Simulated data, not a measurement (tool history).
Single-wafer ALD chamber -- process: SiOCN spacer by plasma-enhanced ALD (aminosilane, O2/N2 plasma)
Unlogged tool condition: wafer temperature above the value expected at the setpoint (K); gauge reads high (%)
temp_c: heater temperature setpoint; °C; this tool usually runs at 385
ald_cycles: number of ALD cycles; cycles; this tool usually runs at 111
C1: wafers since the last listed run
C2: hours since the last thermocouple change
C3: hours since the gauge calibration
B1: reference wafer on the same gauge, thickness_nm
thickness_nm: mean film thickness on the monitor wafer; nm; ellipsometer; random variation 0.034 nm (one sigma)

run 1 hour=0.0 | temp_c=385 ald_cycles=119 | C1=0 C2=652.2 C3=623.7 | B1=6.858 | thickness_nm=6.912
run 2 hour=70.1 | temp_c=394 ald_cycles=100 | C1=107 C2=722.3 C3=693.8 | B1=6.839 | thickness_nm=5.763
run 3 hour=162.6 | temp_c=385 ald_cycles=111 | C1=141 C2=814.8 C3=786.3 | B1=6.803 | thickness_nm=6.389
run 4 hour=245.4 | temp_c=385 ald_cycles=111 | C1=126 C2=897.6 C3=869.1 | B1=6.791 | thickness_nm=6.373
run 5 hour=351.1 | temp_c=385 ald_cycles=111 | C1=161 C2=1003.3 C3=974.8 | B1=6.754 | thickness_nm=6.374
run 6 hour=411.9 | temp_c=385 ald_cycles=111 | C1=93 C2=1064.1 C3=1035.6 | B1=6.747 | thickness_nm=6.339
run 7 hour=463.5 | temp_c=389 ald_cycles=111 | C1=78 C2=1115.7 C3=1087.2 | B1=6.717 | thickness_nm=6.328
run 8 hour=509.9 | temp_c=385 ald_cycles=98 | C1=71 C2=1162.1 C3=1133.6 | B1=6.715 | thickness_nm=5.575
-- hour=553.8 gauge calibrated
run 9 hour=577.3 | temp_c=398 ald_cycles=102 | C1=103 C2=1229.5 C3=23.5 | B1=6.963 | thickness_nm=5.978
-- hour=668.6 thermocouple changed; heater temperature recalibrated
run 10 hour=680.5 | temp_c=397 ald_cycles=133 | C1=145 C2=11.9 C3=126.7 | B1=6.946 | thickness_nm=7.792
run 11 hour=748.7 | temp_c=398 ald_cycles=102 | C1=104 C2=80.1 C3=194.9 | B1=6.941 | thickness_nm=5.963
run 12 hour=840.1 | temp_c=391 ald_cycles=124 | C1=139 C2=171.5 C3=286.3 | B1=6.894 | thickness_nm=7.256
run 13 hour=933.9 | temp_c=385 ald_cycles=111 | C1=143 C2=265.3 C3=380.1 | B1=6.866 | thickness_nm=6.490
run 14 hour=974.2 | temp_c=381 ald_cycles=89 | C1=61 C2=305.6 C3=420.4 | B1=6.857 | thickness_nm=5.205
run 15 hour=1030.0 | temp_c=379 ald_cycles=89 | C1=85 C2=361.4 C3=476.2 | B1=6.838 | thickness_nm=5.197

Forecast each of these 4 alternatives for the next run:
run A hour=1030.6 | temp_c=385 ald_cycles=111 | C1=0 C2=362.0 C3=476.8 | B1=? | thickness_nm=?
run B hour=1030.6 | temp_c=385 ald_cycles=133 | C1=0 C2=362.0 C3=476.8 | B1=? | thickness_nm=?
run C hour=1030.6 | temp_c=385 ald_cycles=130 | C1=0 C2=362.0 C3=476.8 | B1=? | thickness_nm=?
run D hour=1030.6 | temp_c=395 ald_cycles=90 | C1=0 C2=362.0 C3=476.8 | B1=? | thickness_nm=?

run=A B1=6.848 thickness_nm=6.505
run=B B1=6.848 thickness_nm=7.794
run=C B1=6.848 thickness_nm=7.618
run=D B1=6.848 thickness_nm=5.274
Without the tool's unlogged condition, the same runs would have read:
run=A thickness_nm=6.671
run=B thickness_nm=7.993
run=C thickness_nm=7.813
run=D thickness_nm=5.409
